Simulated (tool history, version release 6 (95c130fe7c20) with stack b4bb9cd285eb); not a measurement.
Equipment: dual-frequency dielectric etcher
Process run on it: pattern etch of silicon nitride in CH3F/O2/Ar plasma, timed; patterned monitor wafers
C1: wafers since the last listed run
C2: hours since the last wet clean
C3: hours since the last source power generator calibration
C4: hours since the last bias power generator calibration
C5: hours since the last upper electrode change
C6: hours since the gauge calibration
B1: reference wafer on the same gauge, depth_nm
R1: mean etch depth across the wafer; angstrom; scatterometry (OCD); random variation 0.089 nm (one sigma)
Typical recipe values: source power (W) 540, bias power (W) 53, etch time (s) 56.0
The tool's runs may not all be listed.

run 1 hour=0.0 | source_power_(W)=540 bias_power_(W)=61 etch_time_(s)=56.0 | C1=0 C2=269.0 C3=4722.2 C4=1030.4 C5=1713.7 C6=361.5 | B1=32.30 | R1=420.2
run 2 hour=107.4 | source_power_(W)=540 bias_power_(W)=61 etch_time_(s)=56.0 | C1=973 C2=376.4 C3=4829.6 C4=1137.8 C5=1821.1 C6=468.9 | B1=32.30 | R1=418.3
run 3 hour=173.3 | source_power_(W)=540 bias_power_(W)=61 etch_time_(s)=56.0 | C1=597 C2=442.3 C3=4895.5 C4=1203.7 C5=1887.0 C6=534.8 | B1=32.27 | R1=416.7
run 4 hour=351.2 | source_power_(W)=540 bias_power_(W)=53 etch_time_(s)=56.0 | C1=1611 C2=620.2 C3=5073.4 C4=1381.6 C5=2064.9 C6=712.7 | B1=32.31 | R1=395.5
-- hour=402.0 wet clean of the chamber
run 5 hour=421.7 | source_power_(W)=620 bias_power_(W)=53 etch_time_(s)=52.0 | C1=421 C2=19.7 C3=5143.9 C4=1452.1 C5=2135.4 C6=783.2 | B1=32.28 | R1=395.1
run 6 hour=485.8 | source_power_(W)=620 bias_power_(W)=53 etch_time_(s)=52.0 | C1=580 C2=83.8 C3=5208.0 C4=1516.2 C5=2199.5 C6=847.3 | B1=32.30 | R1=392.7
run 7 hour=527.0 | source_power_(W)=620 bias_power_(W)=53 etch_time_(s)=52.0 | C1=373 C2=125.0 C3=5249.2 C4=1557.4 C5=2240.7 C6=888.5 | B1=32.30 | R1=393.0
-- hour=580.1 gauge calibrated
run 8 hour=594.0 | source_power_(W)=540 bias_power_(W)=53 etch_time_(s)=43.5 | C1=607 C2=192.0 C3=5316.2 C4=1624.4 C5=2307.7 C6=13.9 | B1=32.30 | R1=316.2
-- hour=703.0 bias power generator calibrated
run 9 hour=703.5 | source_power_(W)=410 bias_power_(W)=66 etch_time_(s)=62.5 | C1=955 C2=301.5 C3=5425.7 C4=0.5 C5=2417.2 C6=123.4 | B1=32.30 | R1=443.2

Run 10 comes next. What will it give?
run 10 hour=783.0 | source_power_(W)=540 bias_power_(W)=58 etch_time_(s)=70.5 | C1=720 C2=381.0 C3=5505.2 C4=80.0 C5=2496.7 C6=202.9 | B1=? | R1=?

Run 10 measured B1 32.32, R1 510.3 angstrom.
Without the tool's hidden state the same run would have given R1 515.5 angstrom.
